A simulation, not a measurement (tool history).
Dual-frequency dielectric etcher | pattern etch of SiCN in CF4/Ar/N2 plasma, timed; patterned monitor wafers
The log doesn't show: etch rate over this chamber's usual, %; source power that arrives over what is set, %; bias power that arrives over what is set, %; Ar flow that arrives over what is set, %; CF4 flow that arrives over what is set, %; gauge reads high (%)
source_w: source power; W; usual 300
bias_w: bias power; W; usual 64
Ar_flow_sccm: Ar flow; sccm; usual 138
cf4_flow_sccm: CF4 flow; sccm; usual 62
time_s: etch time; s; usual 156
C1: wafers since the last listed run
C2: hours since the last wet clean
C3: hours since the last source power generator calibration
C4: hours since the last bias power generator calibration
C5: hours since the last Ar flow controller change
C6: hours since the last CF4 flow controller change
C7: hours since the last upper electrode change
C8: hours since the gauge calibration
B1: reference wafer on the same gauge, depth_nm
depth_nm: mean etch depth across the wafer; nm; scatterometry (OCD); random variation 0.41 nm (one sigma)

{"run": 1, "hour": 0.0, "source_w": 300, "bias_w": 64, "Ar_flow_sccm": 138, "cf4_flow_sccm": 73, "time_s": 156, "C1": 0, "C2": 95.7, "C3": 2437.2, "C4": 4745, "C5": 2462.1, "C6": 3361.2, "C7": 4065.7, "C8": 737.3, "B1": 72.5, "depth_nm": 85.8}
{"run": 2, "hour": 43.6, "source_w": 300, "bias_w": 64, "Ar_flow_sccm": 138, "cf4_flow_sccm": 62, "time_s": 156, "C1": 413, "C2": 139.3, "C3": 2480.8, "C4": 4788.6, "C5": 2505.7, "C6": 3404.8, "C7": 4109.3, "C8": 780.9, "B1": 72.5, "depth_nm": 84.3}
{"run": 3, "hour": 190.0, "source_w": 300, "bias_w": 64, "Ar_flow_sccm": 138, "cf4_flow_sccm": 62, "time_s": 156, "C1": 1388, "C2": 285.7, "C3": 2627.2, "C4": 4935, "C5": 2652.1, "C6": 3551.2, "C7": 4255.7, "C8": 927.3, "B1": 72.5, "depth_nm": 85.7}
{"run": 4, "hour": 292.6, "source_w": 300, "bias_w": 64, "Ar_flow_sccm": 138, "cf4_flow_sccm": 62, "time_s": 156, "C1": 973, "C2": 388.3, "C3": 2729.8, "C4": 5037.6, "C5": 2754.7, "C6": 3653.8, "C7": 4358.3, "C8": 1029.9, "B1": 72.5, "depth_nm": 85.5}
{"run": 5, "hour": 396.9, "source_w": 300, "bias_w": 64, "Ar_flow_sccm": 138, "cf4_flow_sccm": 62, "time_s": 156, "C1": 989, "C2": 492.6, "C3": 2834.1, "C4": 5141.9, "C5": 2859, "C6": 3758.1, "C7": 4462.6, "C8": 1134.2, "B1": 72.5, "depth_nm": 86.2}
{"hour": 474.5, "done": "bias power generator calibrated"}
{"run": 6, "hour": 482.2, "source_w": 300, "bias_w": 64, "Ar_flow_sccm": 138, "cf4_flow_sccm": 62, "time_s": 156, "C1": 771, "C2": 577.9, "C3": 2919.4, "C4": 7.7, "C5": 2944.3, "C6": 3843.4, "C7": 4547.9, "C8": 1219.5, "B1": 72.5, "depth_nm": 86.5}
{"hour": 510.6, "done": "wet clean of the chamber"}
{"run": 7, "hour": 541.8, "source_w": 300, "bias_w": 64, "Ar_flow_sccm": 138, "cf4_flow_sccm": 62, "time_s": 156, "C1": 337, "C2": 31.2, "C3": 2979, "C4": 67.3, "C5": 3003.9, "C6": 3903, "C7": 4607.5, "C8": 1279.1, "B1": 72.5, "depth_nm": 83.8}
{"hour": 583.8, "done": "Ar flow controller replaced"}
{"run": 8, "hour": 632.9, "source_w": 300, "bias_w": 64, "Ar_flow_sccm": 138, "cf4_flow_sccm": 62, "time_s": 156, "C1": 807, "C2": 122.3, "C3": 3070.1, "C4": 158.4, "C5": 49.1, "C6": 3994.1, "C7": 4698.6, "C8": 1370.2, "B1": 72.5, "depth_nm": 84.5}
{"hour": 659.2, "done": "CF4 flow controller replaced"}
{"run": 9, "hour": 721.8, "source_w": 300, "bias_w": 64, "Ar_flow_sccm": 138, "cf4_flow_sccm": 62, "time_s": 156, "C1": 786, "C2": 211.2, "C3": 3159, "C4": 247.3, "C5": 138, "C6": 62.6, "C7": 4787.5, "C8": 1459.1, "B1": 72.6, "depth_nm": 85.5}
{"run": 10, "hour": 776.5, "source_w": 300, "bias_w": 64, "Ar_flow_sccm": 138, "cf4_flow_sccm": 62, "time_s": 156, "C1": 518, "C2": 265.9, "C3": 3213.7, "C4": 302, "C5": 192.7, "C6": 117.3, "C7": 4842.2, "C8": 1513.8, "B1": 72.5, "depth_nm": 84.9}
{"hour": 812.5, "done": "source power generator calibrated"}
{"run": 11, "hour": 814.6, "source_w": 300, "bias_w": 64, "Ar_flow_sccm": 153, "cf4_flow_sccm": 62, "time_s": 156, "C1": 323, "C2": 304, "C3": 2.1, "C4": 340.1, "C5": 230.8, "C6": 155.4, "C7": 4880.3, "C8": 1551.9, "B1": 72.5, "depth_nm": 84.2}
{"run": 12, "hour": 874.4, "source_w": 300, "bias_w": 78, "Ar_flow_sccm": 138, "cf4_flow_sccm": 62, "time_s": 117, "C1": 567, "C2": 363.8, "C3": 61.9, "C4": 399.9, "C5": 290.6, "C6": 215.2, "C7": 4940.1, "C8": 1611.7, "B1": 72.6, "depth_nm": 68.8}
{"hour": 934.7, "done": "gauge calibrated"}
{"run": 13, "hour": 957.6, "source_w": 300, "bias_w": 64, "Ar_flow_sccm": 129, "cf4_flow_sccm": 75, "time_s": 156, "C1": 789, "C2": 447, "C3": 145.1, "C4": 483.1, "C5": 373.8, "C6": 298.4, "C7": 5023.3, "C8": 22.9, "B1": 72.5, "depth_nm": 89.2}
{"hour": 1061.0, "done": "upper electrode replaced"}
{"run": 14, "hour": 1061.5, "source_w": 300, "bias_w": 64, "Ar_flow_sccm": 138, "cf4_flow_sccm": 62, "time_s": 156, "C1": 757, "C2": 550.9, "C3": 249, "C4": 587, "C5": 477.7, "C6": 402.3, "C7": 0.5, "C8": 126.8, "B1": 72.4, "depth_nm": 87.5}
{"run": 15, "hour": 1129.6, "source_w": 300, "bias_w": 64, "Ar_flow_sccm": 108, "cf4_flow_sccm": 76, "time_s": 156, "C1": 646, "C2": 619, "C3": 317.1, "C4": 655.1, "C5": 545.8, "C6": 470.4, "C7": 68.6, "C8": 194.9, "B1": 72.4, "depth_nm": 92.7}
{"hour": 1160.4, "done": "wet clean of the chamber"}
{"run": 16, "hour": 1215.6, "source_w": 300, "bias_w": 64, "Ar_flow_sccm": 138, "cf4_flow_sccm": 62, "time_s": 156, "C1": 588, "C2": 55.2, "C3": 403.1, "C4": 741.1, "C5": 631.8, "C6": 556.4, "C7": 154.6, "C8": 280.9, "B1": 72.4, "depth_nm": 83.9}
{"run": 17, "hour": 1301.1, "source_w": 300, "bias_w": 64, "Ar_flow_sccm": 138, "cf4_flow_sccm": 58, "time_s": 156, "C1": 811, "C2": 140.7, "C3": 488.6, "C4": 826.6, "C5": 717.3, "C6": 641.9, "C7": 240.1, "C8": 366.4, "B1": 72.5, "depth_nm": 83.7}
{"run": 18, "hour": 1347.2, "source_w": 370, "bias_w": 56, "Ar_flow_sccm": 170, "cf4_flow_sccm": 62, "time_s": 156, "C1": 437, "C2": 186.8, "C3": 534.7, "C4": 872.7, "C5": 763.4, "C6": 688, "C7": 286.2, "C8": 412.5, "B1": 72.5, "depth_nm": 95.9}
{"run": 19, "hour": 1415.0, "source_w": 300, "bias_w": 58, "Ar_flow_sccm": 138, "cf4_flow_sccm": 62, "time_s": 156, "C1": 643, "C2": 254.6, "C3": 602.5, "C4": 940.5, "C5": 831.2, "C6": 755.8, "C7": 354, "C8": 480.3, "B1": 72.4, "depth_nm": 82.6}

The same runs without the tool's hidden state, with the same run-to-run variation:
run=1 depth_nm=85.2
run=2 depth_nm=83.3
run=3 depth_nm=83.8
run=4 depth_nm=83
run=5 depth_nm=82.9
run=6 depth_nm=82.7
run=7 depth_nm=83.5
run=8 depth_nm=83.6
run=9 depth_nm=84
run=10 depth_nm=83.1
run=11 depth_nm=82.1
run=12 depth_nm=66.8
run=13 depth_nm=86
run=14 depth_nm=83.7
run=15 depth_nm=88.2
run=16 depth_nm=83.2
run=17 depth_nm=82.5
run=18 depth_nm=94.1
run=19 depth_nm=80.7

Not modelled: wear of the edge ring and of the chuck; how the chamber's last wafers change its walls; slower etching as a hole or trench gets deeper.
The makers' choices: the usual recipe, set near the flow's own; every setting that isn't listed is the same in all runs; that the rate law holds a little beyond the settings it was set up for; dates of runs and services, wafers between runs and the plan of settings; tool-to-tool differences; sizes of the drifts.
